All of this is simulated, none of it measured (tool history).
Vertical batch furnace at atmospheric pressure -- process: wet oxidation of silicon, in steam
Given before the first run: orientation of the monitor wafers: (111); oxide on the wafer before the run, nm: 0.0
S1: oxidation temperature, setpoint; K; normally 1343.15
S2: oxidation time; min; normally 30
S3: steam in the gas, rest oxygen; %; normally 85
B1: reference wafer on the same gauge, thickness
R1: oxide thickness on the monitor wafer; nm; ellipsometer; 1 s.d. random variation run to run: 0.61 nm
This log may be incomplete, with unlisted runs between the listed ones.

run 1 hour=0 | S1=1324.15 S2=30 S3=85 | B1=342.83 | R1=356.94
run 2 hour=26 | S1=1324.15 S2=30 S3=85 | B1=342.96 | R1=357.39
run 3 hour=74.7 | S1=1324.15 S2=30 S3=85 | B1=342.89 | R1=357.15
run 4 hour=97.2 | S1=1343.15 S2=30 S3=82 | B1=343.02 | R1=382.86
run 5 hour=174.3 | S1=1343.15 S2=30 S3=82 | B1=343.01 | R1=382.62
run 6 hour=192.8 | S1=1337.15 S2=30 S3=78 | B1=343.02 | R1=360.28
run 7 hour=206.1 | S1=1343.15 S2=30 S3=85 | B1=342.82 | R1=389.99
run 8 hour=224.7 | S1=1343.15 S2=30 S3=85 | B1=343.07 | R1=390.17
run 9 hour=252.5 | S1=1343.15 S2=30 S3=85 | B1=342.83 | R1=389.29
run 10 hour=264.6 | S1=1343.15 S2=30 S3=85 | B1=342.96 | R1=388.87
run 11 hour=291.2 | S1=1343.15 S2=30 S3=85 | B1=342.79 | R1=389.44
run 12 hour=317 | S1=1343.15 S2=25 S3=85 | B1=343.02 | R1=350.53
run 13 hour=352 | S1=1343.15 S2=25 S3=85 | B1=342.91 | R1=351
run 14 hour=376 | S1=1343.15 S2=38.5 S3=85 | B1=342.87 | R1=450.43
-- hour=401.2 thermocouples replaced and temperature profile calibrated
run 15 hour=406.3 | S1=1343.15 S2=30 S3=85 | B1=342.97 | R1=389.09
-- hour=418.9 gauge calibrated
run 16 hour=440.7 | S1=1343.15 S2=30 S3=85 | B1=343.01 | R1=389.49
run 17 hour=463.1 | S1=1343.15 S2=44 S3=85 | B1=342.85 | R1=483.18
run 18 hour=489 | S1=1337.15 S2=30 S3=78 | B1=342.97 | R1=359.52
run 19 hour=509.5 | S1=1343.15 S2=20 S3=90 | B1=343.05 | R1=316.07
run 20 hour=525.1 | S1=1350.15 S2=30 S3=75 | B1=343 | R1=372.03
-- hour=596.3 steam generator serviced
run 21 hour=596.8 | S1=1362.15 S2=30 S3=85 | B1=342.88 | R1=442.37
run 22 hour=616.8 | S1=1343.15 S2=30 S3=85 | B1=342.86 | R1=408.18
run 23 hour=649.1 | S1=1343.15 S2=30 S3=85 | B1=342.91 | R1=408.61
run 24 hour=682.7 | S1=1343.15 S2=30 S3=85 | B1=343.16 | R1=408.65
run 25 hour=717 | S1=1343.15 S2=20.5 S3=80 | B1=342.97 | R1=315.08
run 26 hour=739.2 | S1=1343.15 S2=30 S3=75 | B1=343.2 | R1=379.6
run 27 hour=756.1 | S1=1324.15 S2=30 S3=85 | B1=343.03 | R1=372.27
run 28 hour=777.3 | S1=1366.15 S2=40.5 S3=85 | B1=342.94 | R1=527.29
run 29 hour=804.3 | S1=1360.15 S2=30 S3=74 | B1=343.09 | R1=404.73
run 30 hour=827 | S1=1368.15 S2=24 S3=75 | B1=343.1 | R1=370.18
run 31 hour=841.4 | S1=1326.15 S2=24 S3=81 | B1=342.97 | R1=319.48
run 32 hour=870.8 | S1=1343.15 S2=30 S3=85 | B1=343.13 | R1=407.61
run 33 hour=891.9 | S1=1322.15 S2=30 S3=95 | B1=342.88 | R1=394.25

Consider 4 possible next runs. They are alternatives, not a sequence: every one starts from the tool as it was left by run 33. What does each give?
run A hour=895.6 | S1=1330.15 S2=30 S3=85 | B1=? | R1=?
run B hour=895.6 | S1=1343.15 S2=25 S3=89 | B1=? | R1=?
run C hour=895.6 | S1=1351.15 S2=30 S3=75 | B1=? | R1=?
run D hour=895.6 | S1=1356.15 S2=18 S3=77 | B1=? | R1=?

run=A B1=343 R1=382.8
run=B B1=343 R1=375.63
run=C B1=343 R1=391.62
run=D B1=343 R1=302.51
What these runs would have given with no unlogged condition in the tool:
run=A R1=384.84
run=B R1=377.61
run=C R1=393.65
run=D R1=304.11
